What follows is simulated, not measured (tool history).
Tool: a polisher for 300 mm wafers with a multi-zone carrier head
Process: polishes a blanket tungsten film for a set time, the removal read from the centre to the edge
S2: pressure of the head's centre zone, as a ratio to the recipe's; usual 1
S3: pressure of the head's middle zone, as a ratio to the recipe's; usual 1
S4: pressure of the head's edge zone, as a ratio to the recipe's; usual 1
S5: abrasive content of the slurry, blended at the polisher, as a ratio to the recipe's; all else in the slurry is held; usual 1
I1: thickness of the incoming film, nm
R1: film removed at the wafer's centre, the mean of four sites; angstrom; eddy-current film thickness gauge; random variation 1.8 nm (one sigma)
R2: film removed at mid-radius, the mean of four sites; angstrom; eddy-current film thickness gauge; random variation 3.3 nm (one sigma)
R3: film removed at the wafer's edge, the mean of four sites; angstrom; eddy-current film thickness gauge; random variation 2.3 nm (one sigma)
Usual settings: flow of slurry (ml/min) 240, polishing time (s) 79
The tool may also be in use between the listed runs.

Run 1, hour 0: usual settings; I1 880.2. Result: R1 2271 angstrom, R2 2180 angstrom, R3 2265 angstrom.
At hour 19.4: carrier head's membrane replaced by a new one.
Run 2, hour 36.9: usual settings; I1 885.4. Result: R1 2165 angstrom, R2 2113 angstrom, R3 2161 angstrom.
At hour 71.5: slurry nozzle cleaned.
Run 3, hour 91.6: usual settings but S5 1.2; I1 896. Result: R1 2226 angstrom, R2 2214 angstrom, R3 2265 angstrom.
Run 4, hour 148.8: usual settings but S5 1.2; I1 879.9. Result: R1 2181 angstrom, R2 2145 angstrom, R3 2148 angstrom.
At hour 210.4: worn pad replaced by a new one.
Run 5, hour 212: usual settings; I1 895.9. Result: R1 2296 angstrom, R2 2260 angstrom, R3 2318 angstrom.
Run 6, hour 281.5: usual settings; I1 893.4. Result: R1 2143 angstrom, R2 2111 angstrom, R3 2116 angstrom.
Run 7, hour 344.3: usual settings; I1 882. Result: R1 2093 angstrom, R2 2050 angstrom, R3 2119 angstrom.
At hour 354: edge zone pressure recalibrated.
Run 8, hour 380.9: usual settings but S3 1.06; I1 871.6. Result: R1 2093 angstrom, R2 2136 angstrom, R3 2071 angstrom.
At hour 422.7: worn pad replaced by a new one.
Run 9, hour 423.2: usual settings but S3 1.06; I1 877.9. Result: R1 2329 angstrom, R2 2409 angstrom, R3 2302 angstrom.
Run 10, hour 489.7: usual settings but S2 0.94, S4 1.08, polishing time (s) 72; I1 870.7. Result: R1 1874 angstrom, R2 1945 angstrom, R3 2041 angstrom.
At hour 511.3: centre zone pressure recalibrated.
Run 11, hour 526.9: usual settings but S5 0.7; I1 892.6. Result: R1 1924 angstrom, R2 1904 angstrom, R3 1943 angstrom.
At hour 557.4: carrier head's membrane replaced by a new one.
Run 12, hour 559.9: usual settings but S3 0.89, S5 1.2; I1 892.3. Result: R1 2195 angstrom, R2 2014 angstrom, R3 2189 angstrom.
At hour 599.4: worn pad replaced by a new one.
Run 13, hour 610.7: usual settings; I1 883. Result: R1 2256 angstrom, R2 2273 angstrom, R3 2304 angstrom.
Run 14, hour 649.7: usual settings but S5 1.1, polishing time (s) 107; I1 881.3. Result: R1 3002 angstrom, R2 2885 angstrom, R3 3036 angstrom.
At hour 663.9: slurry nozzle cleaned.
Run 15, hour 739.5: usual settings; I1 886. Result: R1 2086 angstrom, R2 2023 angstrom, R3 2122 angstrom.
Run 16, hour 797.2: usual settings; I1 872.9. Result: R1 2083 angstrom, R2 2020 angstrom, R3 2080 angstrom.
At hour 813.8: worn pad replaced by a new one.
Run 17, hour 831.8: usual settings but flow of slurry (ml/min) 295, S2 0.91, S5 1.2, polishing time (s) 88; I1 880.6. Result: R1 2471 angstrom, R2 2720 angstrom, R3 2682 angstrom.
Run 18, hour 874.3: usual settings but polishing time (s) 89; I1 888.3. Result: R1 2427 angstrom, R2 2398 angstrom, R3 2448 angstrom.
Run 19, hour 938.9: usual settings but flow of slurry (ml/min) 265, S2 1.09, S3 0.91, S4 1.03; I1 880.8. Result: R1 2300 angstrom, R2 1924 angstrom, R3 2109 angstrom.
Run 20, hour 971.9: usual settings but flow of slurry (ml/min) 205; I1 890.1. Result: R1 2043 angstrom, R2 1984 angstrom, R3 2068 angstrom.

5 ways to go on from here, each from the tool as it stands after run 20. What would each give?
Run A, hour 972.4: usual settings; I1 874.8. Result: R1 ?, R2 ?, R3 ?.
Run B, hour 972.4: usual settings but flow of slurry (ml/min) 290, polishing time (s) 103; I1 874.8. Result: R1 ?, R2 ?, R3 ?.
Run C, hour 972.4: usual settings but flow of slurry (ml/min) 195, S2 1.1; I1 874.8. Result: R1 ?, R2 ?, R3 ?.
Run D, hour 972.4: usual settings but flow of slurry (ml/min) 215, S2 0.93; I1 874.8. Result: R1 ?, R2 ?, R3 ?.
Run E, hour 972.4: usual settings but flow of slurry (ml/min) 270, S2 1.04, S4 0.94, S5 0.85; I1 874.8. Result: R1 ?, R2 ?, R3 ?.

run    R1    R2    R3
  A  2114  2070  2080
  B  2826  2761  2759
  C  2247  2005  2032
  D  1931  2038  2056
  E  2135  2006  1959
Without the tool's hidden state the same runs would have given:
run    R1    R2    R3
  A  2357  2308  2319
  B  3151  3078  3076
  C  2505  2235  2265
  D  2153  2273  2292
  E  2380  2237  2184
